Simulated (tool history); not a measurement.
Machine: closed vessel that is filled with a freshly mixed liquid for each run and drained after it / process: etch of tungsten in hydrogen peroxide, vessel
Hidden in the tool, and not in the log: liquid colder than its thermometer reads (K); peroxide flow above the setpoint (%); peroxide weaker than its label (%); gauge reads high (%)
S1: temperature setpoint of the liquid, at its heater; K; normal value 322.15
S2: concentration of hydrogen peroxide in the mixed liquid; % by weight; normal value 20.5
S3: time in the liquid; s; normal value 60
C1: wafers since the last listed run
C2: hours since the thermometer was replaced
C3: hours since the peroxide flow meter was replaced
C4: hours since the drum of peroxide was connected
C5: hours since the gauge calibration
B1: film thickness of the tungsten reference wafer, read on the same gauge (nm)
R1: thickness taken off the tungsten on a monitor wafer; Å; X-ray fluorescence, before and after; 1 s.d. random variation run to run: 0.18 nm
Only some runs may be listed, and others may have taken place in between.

run,hour,S1,S2,S3,C1,C2,C3,C4,C5,B1,R1
1,0,322.15,16,60,0,365.3,831.3,14.5,294.6,70,417.9
2,26.8,322.15,16,60,2557,392.1,858.1,41.3,321.4,69.99,416.6
3,95.3,322.15,16,60,6536,460.6,926.6,109.8,389.9,70,418.1
4,148.9,316.65,20.5,60,5114,514.2,980.2,163.4,443.5,70.02,333.3
5,214.2,316.65,20.5,60,6230,579.5,1045.5,228.7,508.8,69.99,335.1
6,281.4,322.15,20.5,60,6411,646.7,1112.7,295.9,576,70,470.4
7,312.2,322.15,20.5,60,2938,677.5,1143.5,326.7,606.8,69.99,470.3
# hour 326.1: peroxide flow meter replaced
8,372.4,322.15,20.5,60,5648,737.7,46.3,386.9,667,70.03,474.5
9,405.6,322.15,20.5,60,3167,770.9,79.5,420.1,700.2,70.01,471.4
# hour 412.1: new drum of peroxide connected
10,460.1,322.15,20.5,60,5104,825.4,134,48,754.7,69.99,470.7
11,524.3,322.15,18,60,6125,889.6,198.2,112.2,818.9,70.02,443.3
12,596.2,322.15,20.5,60,6860,961.5,270.1,184.1,890.8,70,471.5
# hour 611.2: thermometer replaced
13,663.1,322.15,20.5,60,6287,51.9,337,251,957.7,70,472.2
# hour 679.5: gauge calibrated
14,716.4,313.65,18.5,30,5085,105.2,390.3,304.3,36.9,70.01,131.5
15,775.1,322.15,16,60,5600,163.9,449,363,95.6,70,414.5
# hour 822.1: new drum of peroxide connected
16,822.8,322.15,20.5,45,4455,211.6,496.7,0.7,143.3,69.97,354.3
17,858.3,322.15,20.5,60,3387,247.1,532.2,36.2,178.8,70.01,472.8
18,916,322.15,20.5,70,5505,304.8,589.9,93.9,236.5,69.99,551
19,975.3,315.65,18,35,5658,364.1,649.2,153.2,295.8,69.99,172.1
20,1026,313.15,20.5,90,4837,414.8,699.9,203.9,346.5,70.01,398
21,1073.2,322.15,20.5,30,4503,462,747.1,251.1,393.7,69.99,237.3

Below are 4 alternative next runs, each starting from the tool's condition after run 21. Predict each:
A,1073.9,322.15,25,60,66,462.7,747.8,251.8,394.4,?,?
B,1073.9,329.65,24.5,70,66,462.7,747.8,251.8,394.4,?,?
C,1073.9,326.15,20.5,40,66,462.7,747.8,251.8,394.4,?,?
D,1073.9,322.15,18,75,66,462.7,747.8,251.8,394.4,?,?

run,B1,R1
A,69.99,522.3
B,69.99,946.7
C,69.99,402
D,69.99,553.9
With no hidden state in the tool, these same runs would have given:
run,R1
A,522.3
B,946.7
C,402
D,553.9
